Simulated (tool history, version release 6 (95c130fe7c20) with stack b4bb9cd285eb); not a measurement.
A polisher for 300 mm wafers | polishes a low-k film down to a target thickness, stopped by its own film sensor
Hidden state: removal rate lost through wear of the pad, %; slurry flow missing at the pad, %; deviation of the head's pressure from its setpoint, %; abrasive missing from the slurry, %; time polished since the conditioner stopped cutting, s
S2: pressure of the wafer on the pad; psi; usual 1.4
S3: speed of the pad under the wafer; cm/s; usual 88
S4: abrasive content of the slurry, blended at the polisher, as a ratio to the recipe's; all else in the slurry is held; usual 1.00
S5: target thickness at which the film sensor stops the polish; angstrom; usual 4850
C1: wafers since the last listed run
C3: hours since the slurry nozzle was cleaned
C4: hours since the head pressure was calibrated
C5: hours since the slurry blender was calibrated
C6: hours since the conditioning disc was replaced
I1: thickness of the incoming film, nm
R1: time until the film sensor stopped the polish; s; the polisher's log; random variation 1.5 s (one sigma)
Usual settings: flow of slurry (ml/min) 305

run 1 hour=0.0 | flow_of_slurry_(ml/min)=305 S2=1.4 S3=88 S4=1.00 S5=4850 | C1=0 wafers_polished_on_this_pad=1125 C3=165.9 C4=83.6 C5=123.1 C6=13.3 | I1=512.9 | R1=116.3
-- hour=29.5 worn pad replaced by a new one
run 2 hour=29.9 | flow_of_slurry_(ml/min)=305 S2=1.4 S3=88 S4=1.00 S5=4850 | C1=183 wafers_polished_on_this_pad=2 C3=195.8 C4=113.5 C5=153.0 C6=43.2 | I1=509.3 | R1=101.6
-- hour=35.3 slurry blender recalibrated
run 3 hour=51.3 | flow_of_slurry_(ml/min)=305 S2=1.4 S3=112 S4=1.00 S5=4900 | C1=137 wafers_polished_on_this_pad=140 C3=217.2 C4=134.9 C5=16.0 C6=64.6 | I1=503.3 | R1=49.0
run 4 hour=76.4 | flow_of_slurry_(ml/min)=305 S2=1.4 S3=112 S4=1.00 S5=4900 | C1=178 wafers_polished_on_this_pad=318 C3=242.3 C4=160.0 C5=41.1 C6=89.7 | I1=515.8 | R1=94.5
run 5 hour=105.9 | flow_of_slurry_(ml/min)=305 S2=1.4 S3=88 S4=1.00 S5=4880 | C1=209 wafers_polished_on_this_pad=528 C3=271.8 C4=189.5 C5=70.6 C6=119.2 | I1=511.1 | R1=93.6
-- hour=156.1 conditioning disc replaced and pad reconditioned
run 6 hour=158.0 | flow_of_slurry_(ml/min)=305 S2=1.4 S3=88 S4=1.00 S5=4880 | C1=355 wafers_polished_on_this_pad=884 C3=323.9 C4=241.6 C5=122.7 C6=1.9 | I1=503.8 | R1=65.0
run 7 hour=189.7 | flow_of_slurry_(ml/min)=305 S2=1.4 S3=88 S4=1.00 S5=4850 | C1=225 wafers_polished_on_this_pad=1109 C3=355.6 C4=273.3 C5=154.4 C6=33.6 | I1=507.1 | R1=88.6
-- hour=206.9 slurry blender recalibrated
run 8 hour=217.1 | flow_of_slurry_(ml/min)=305 S2=1.4 S3=88 S4=1.00 S5=4850 | C1=180 wafers_polished_on_this_pad=1289 C3=383.0 C4=300.7 C5=10.2 C6=61.0 | I1=517.0 | R1=131.0
-- hour=234.0 worn pad replaced by a new one
run 9 hour=234.9 | flow_of_slurry_(ml/min)=305 S2=1.4 S3=88 S4=1.00 S5=4850 | C1=97 wafers_polished_on_this_pad=6 C3=400.8 C4=318.5 C5=28.0 C6=78.8 | I1=512.7 | R1=112.5
run 10 hour=269.2 | flow_of_slurry_(ml/min)=305 S2=1.4 S3=88 S4=1.00 S5=4850 | C1=243 wafers_polished_on_this_pad=249 C3=435.1 C4=352.8 C5=62.3 C6=113.1 | I1=509.4 | R1=97.9
run 11 hour=296.0 | flow_of_slurry_(ml/min)=305 S2=1.4 S3=88 S4=1.00 S5=4850 | C1=190 wafers_polished_on_this_pad=440 C3=461.9 C4=379.6 C5=89.1 C6=139.9 | I1=509.3 | R1=97.2
-- hour=316.3 conditioning disc replaced and pad reconditioned
run 12 hour=321.2 | flow_of_slurry_(ml/min)=305 S2=1.4 S3=88 S4=1.00 S5=4850 | C1=164 wafers_polished_on_this_pad=604 C3=487.1 C4=404.8 C5=114.3 C6=4.9 | I1=502.9 | R1=70.5
run 13 hour=338.1 | flow_of_slurry_(ml/min)=305 S2=1.4 S3=88 S4=1.00 S5=4850 | C1=120 wafers_polished_on_this_pad=724 C3=504.0 C4=421.7 C5=131.2 C6=21.8 | I1=511.9 | R1=108.4
run 14 hour=362.8 | flow_of_slurry_(ml/min)=305 S2=1.2 S3=88 S4=0.75 S5=4790 | C1=175 wafers_polished_on_this_pad=900 C3=528.7 C4=446.4 C5=155.9 C6=46.5 | I1=511.8 | R1=180.1
run 15 hour=382.8 | flow_of_slurry_(ml/min)=305 S2=1.4 S3=88 S4=1.00 S5=4850 | C1=142 wafers_polished_on_this_pad=1042 C3=548.7 C4=466.4 C5=175.9 C6=66.5 | I1=508.8 | R1=93.6
-- hour=391.5 slurry blender recalibrated
-- hour=395.6 head pressure recalibrated
run 16 hour=411.8 | flow_of_slurry_(ml/min)=305 S2=1.4 S3=88 S4=1.15 S5=4850 | C1=177 wafers_polished_on_this_pad=1219 C3=577.7 C4=16.2 C5=20.3 C6=95.5 | I1=503.6 | R1=72.3
-- hour=423.7 worn pad replaced by a new one
run 17 hour=478.1 | flow_of_slurry_(ml/min)=305 S2=1.9 S3=116 S4=1.10 S5=4810 | C1=442 wafers_polished_on_this_pad=386 C3=644.0 C4=82.5 C5=86.6 C6=161.8 | I1=501.7 | R1=54.6
-- hour=482.6 conditioning disc replaced and pad reconditioned
run 18 hour=509.8 | flow_of_slurry_(ml/min)=405 S2=1.4 S3=102 S4=1.00 S5=4890 | C1=210 wafers_polished_on_this_pad=597 C3=675.7 C4=114.2 C5=118.3 C6=27.2 | I1=502.3 | R1=50.0
run 19 hour=528.8 | flow_of_slurry_(ml/min)=305 S2=1.1 S3=88 S4=1.20 S5=4850 | C1=134 wafers_polished_on_this_pad=732 C3=694.7 C4=133.2 C5=137.3 C6=46.2 | I1=502.2 | R1=76.4
-- hour=543.8 slurry nozzle cleaned
-- hour=546.2 slurry blender recalibrated
run 20 hour=561.9 | flow_of_slurry_(ml/min)=305 S2=1.2 S3=88 S4=1.00 S5=4850 | C1=213 wafers_polished_on_this_pad=945 C3=18.1 C4=166.3 C5=15.7 C6=79.3 | I1=511.4 | R1=122.9
run 21 hour=589.1 | flow_of_slurry_(ml/min)=305 S2=1.5 S3=66 S4=1.00 S5=4820 | C1=193 wafers_polished_on_this_pad=1138 C3=45.3 C4=193.5 C5=42.9 C6=106.5 | I1=513.3 | R1=139.3
-- hour=600.8 worn pad replaced by a new one
-- hour=618.4 conditioning disc replaced and pad reconditioned
run 22 hour=618.9 | flow_of_slurry_(ml/min)=365 S2=1.4 S3=60 S4=1.30 S5=4890 | C1=169 wafers_polished_on_this_pad=114 C3=75.1 C4=223.3 C5=72.7 C6=0.5 | I1=513.6 | R1=99.7
run 23 hour=646.6 | flow_of_slurry_(ml/min)=305 S2=1.4 S3=88 S4=0.70 S5=4850 | C1=196 wafers_polished_on_this_pad=310 C3=102.8 C4=251.0 C5=100.4 C6=28.2 | I1=508.6 | R1=126.1
run 24 hour=678.0 | flow_of_slurry_(ml/min)=380 S2=1.2 S3=88 S4=0.85 S5=4830 | C1=222 wafers_polished_on_this_pad=533 C3=134.2 C4=282.4 C5=131.8 C6=59.6 | I1=504.0 | R1=104.3
run 25 hour=692.0 | flow_of_slurry_(ml/min)=305 S2=1.4 S3=88 S4=1.00 S5=4850 | C1=99 wafers_polished_on_this_pad=633 C3=148.2 C4=296.4 C5=145.8 C6=73.6 | I1=510.7 | R1=101.4
run 26 hour=711.3 | flow_of_slurry_(ml/min)=305 S2=1.4 S3=88 S4=1.00 S5=4850 | C1=137 wafers_polished_on_this_pad=770 C3=167.5 C4=315.7 C5=165.1 C6=92.9 | I1=514.1 | R1=115.5

Some steps in R1 between neighbouring runs. How much of each would the tool show without its hidden state too (settings, what came in, random variation), and how much is left for the hidden state, with any gauge scatter that isn't in both results?
Run 13 -> 14: S2 1.4 -> 1.2, S4 1.00 -> 0.75, S5 4850 -> 4790. R1 +71.7 s: hidden state -5.6, all else +77.3.
Run 14 -> 15: S2 1.2 -> 1.4, S4 0.75 -> 1.00, S5 4790 -> 4850. R1 -86.5 s: hidden state +5.9, all else -92.4.
Run 15 -> 16: S4 1.00 -> 1.15, slurry blender recalibrated, head pressure recalibrated. R1 -21.3 s: hidden state +6.5, all else -27.8.
